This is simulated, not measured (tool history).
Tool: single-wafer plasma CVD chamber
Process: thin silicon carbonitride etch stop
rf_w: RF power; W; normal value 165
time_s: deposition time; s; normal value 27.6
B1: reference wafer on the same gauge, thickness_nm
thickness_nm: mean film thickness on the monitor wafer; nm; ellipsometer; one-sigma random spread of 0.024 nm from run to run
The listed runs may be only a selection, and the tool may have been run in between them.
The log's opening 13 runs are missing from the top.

Run 14, hour 383.2: usual settings; B1 16.604. Result: thickness_nm 13.717 nm.
Run 15, hour 406.3: usual settings; B1 16.596. Result: thickness_nm 13.625 nm.
Run 16, hour 441.1: usual settings; B1 16.595. Result: thickness_nm 13.645 nm.
Run 17, hour 462.3: usual settings; B1 16.600. Result: thickness_nm 13.642 nm.
At hour 480.7: gauge calibrated.
At hour 489.0: RF generator calibrated.
Run 18, hour 490.9: usual settings but time_s 32.4 s; B1 16.608. Result: thickness_nm 16.260 nm.
Run 19, hour 505.3: usual settings; B1 16.601. Result: thickness_nm 13.837 nm.
Run 20, hour 530.7: usual settings; B1 16.601. Result: thickness_nm 13.896 nm.
Run 21, hour 565.4: usual settings but rf_w 175 W, time_s 22.6 s; B1 16.603. Result: thickness_nm 11.524 nm.
At hour 576.9: showerhead replaced.
Run 22, hour 579.3: usual settings; B1 16.599. Result: thickness_nm 13.849 nm.
At hour 599.6: thermocouple changed; heater temperature recalibrated.
Run 23, hour 605.9: usual settings but rf_w 150 W, time_s 22.3 s; B1 16.601. Result: thickness_nm 10.914 nm.
Run 24, hour 619.6: usual settings but rf_w 155 W; B1 16.610. Result: thickness_nm 13.628 nm.
Run 25, hour 631.8: usual settings but rf_w 150 W, time_s 24.7 s; B1 16.602. Result: thickness_nm 12.058 nm.
Run 26, hour 649.1: usual settings but rf_w 150 W, time_s 24.7 s; B1 16.601. Result: thickness_nm 12.111 nm.
Run 27, hour 662.4: usual settings; B1 16.594. Result: thickness_nm 13.853 nm.
Run 28, hour 684.6: usual settings but rf_w 140 W, time_s 25.7 s; B1 16.600. Result: thickness_nm 12.369 nm.
Run 29, hour 717.3: usual settings but rf_w 175 W; B1 16.603. Result: thickness_nm 14.043 nm.
Run 30, hour 730.9: usual settings but time_s 29.5 s; B1 16.601. Result: thickness_nm 14.825 nm.
Run 31, hour 766.9: usual settings but rf_w 135 W, time_s 30.0 s; B1 16.605. Result: thickness_nm 14.309 nm.
Run 32, hour 792.3: usual settings but rf_w 175 W, time_s 23.8 s; B1 16.588. Result: thickness_nm 12.116 nm.
Run 33, hour 821.3: usual settings but time_s 29.2 s; B1 16.597. Result: thickness_nm 14.639 nm.
Run 34, hour 834.9: usual settings; B1 16.602. Result: thickness_nm 13.815 nm.
Run 35, hour 847.4: usual settings; B1 16.598. Result: thickness_nm 13.861 nm.

3 ways to go on from here, each from the tool as it stands after run 35. What would each give?
Run A, hour 847.8: usual settings but time_s 24.2 s; B1 ?. Result: thickness_nm ?.
Run B, hour 847.8: usual settings but rf_w 195 W; B1 ?. Result: thickness_nm ?.
Run C, hour 847.8: usual settings but time_s 22.6 s; B1 ?. Result: thickness_nm ?.

run      B1  thickness_nm
  A  16.599        12.183
  B  16.599        14.507
  C  16.599        11.377
Without the tool's unlogged condition, the same runs would have read:
run  thickness_nm
  A        12.227
  B        14.559
  C        11.418

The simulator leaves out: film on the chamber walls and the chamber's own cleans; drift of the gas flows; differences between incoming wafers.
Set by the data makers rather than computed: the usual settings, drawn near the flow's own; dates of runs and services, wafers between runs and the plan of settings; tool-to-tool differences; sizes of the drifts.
